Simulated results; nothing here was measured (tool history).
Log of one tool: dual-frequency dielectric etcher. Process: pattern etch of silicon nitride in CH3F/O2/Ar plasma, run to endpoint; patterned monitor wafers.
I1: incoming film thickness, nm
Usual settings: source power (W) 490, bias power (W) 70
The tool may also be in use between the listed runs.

{"run": 1, "hour": 0.0, "source power (W)": 490, "bias power (W)": 80, "I1": 33.8, "endpoint time (s)": 41.3}
{"run": 2, "hour": 30.7, "source power (W)": 490, "bias power (W)": 80, "I1": 33.78, "endpoint time (s)": 41.4}
{"run": 3, "hour": 49.8, "source power (W)": 490, "bias power (W)": 80, "I1": 33.92, "endpoint time (s)": 41.6}
{"run": 4, "hour": 79.1, "source power (W)": 560, "bias power (W)": 70, "I1": 33.41, "endpoint time (s)": 40.9}
{"run": 5, "hour": 93.3, "source power (W)": 560, "bias power (W)": 70, "I1": 33.78, "endpoint time (s)": 41.7}
{"run": 6, "hour": 117.2, "source power (W)": 560, "bias power (W)": 70, "I1": 33.9, "endpoint time (s)": 41.8}
{"run": 7, "hour": 144.9, "source power (W)": 490, "bias power (W)": 77, "I1": 33.81, "endpoint time (s)": 41.5}
{"run": 8, "hour": 163.5, "source power (W)": 490, "bias power (W)": 77, "I1": 33.26, "endpoint time (s)": 40.1}
{"run": 9, "hour": 188.8, "source power (W)": 570, "bias power (W)": 70, "I1": 33.68, "endpoint time (s)": 40.5}
{"hour": 271.5, "done": "upper electrode replaced"}
{"run": 10, "hour": 272.0, "source power (W)": 570, "bias power (W)": 70, "I1": 33.6, "endpoint time (s)": 40.3}
{"run": 11, "hour": 282.2, "source power (W)": 570, "bias power (W)": 70, "I1": 33.36, "endpoint time (s)": 39.6}
{"hour": 300.3, "done": "bias power generator calibrated"}
{"run": 12, "hour": 313.2, "source power (W)": 490, "bias power (W)": 56, "I1": 33.89, "endpoint time (s)": 46.3}
{"run": 13, "hour": 328.9, "source power (W)": 490, "bias power (W)": 56, "I1": 33.28, "endpoint time (s)": 45.3}
{"run": 14, "hour": 352.6, "source power (W)": 490, "bias power (W)": 56, "I1": 33.5, "endpoint time (s)": 46}
{"run": 15, "hour": 380.7, "source power (W)": 490, "bias power (W)": 70, "I1": 33.35, "endpoint time (s)": 41.5}
{"run": 16, "hour": 398.8, "source power (W)": 430, "bias power (W)": 77, "I1": 33.53, "endpoint time (s)": 41.5}
{"run": 17, "hour": 421.5, "source power (W)": 490, "bias power (W)": 70, "I1": 33.36, "endpoint time (s)": 41.2}
{"hour": 431.3, "done": "source power generator calibrated"}
{"hour": 457.2, "done": "wet clean of the chamber"}
{"run": 18, "hour": 457.7, "source power (W)": 490, "bias power (W)": 70, "I1": 33.75, "endpoint time (s)": 45}
{"run": 19, "hour": 458.0, "source power (W)": 490, "bias power (W)": 70, "I1": 33.48, "endpoint time (s)": 44.3}
{"run": 20, "hour": 486.5, "source power (W)": 430, "bias power (W)": 70, "I1": 33.28, "endpoint time (s)": 46}
{"run": 21, "hour": 521.2, "source power (W)": 490, "bias power (W)": 63, "I1": 33.34, "endpoint time (s)": 45.3}
{"run": 22, "hour": 551.2, "source power (W)": 430, "bias power (W)": 80, "I1": 33.57, "endpoint time (s)": 43.2}
{"run": 23, "hour": 577.8, "source power (W)": 490, "bias power (W)": 85, "I1": 33.74, "endpoint time (s)": 40.2}
{"run": 24, "hour": 613.1, "source power (W)": 600, "bias power (W)": 70, "I1": 33.55, "endpoint time (s)": 40.5}
{"run": 25, "hour": 627.6, "source power (W)": 490, "bias power (W)": 59, "I1": 33.96, "endpoint time (s)": 47.7}
{"run": 26, "hour": 663.4, "source power (W)": 410, "bias power (W)": 60, "I1": 33.57, "endpoint time (s)": 49.3}

Forecast run 27:
{"run": 27, "hour": 692.6, "source power (W)": 380, "bias power (W)": 81, "I1": 33.53, "endpoint time (s)": "?"}

endpoint time (s): 44.9
Without the tool's hidden state the same run would have given endpoint time (s) 45.5.
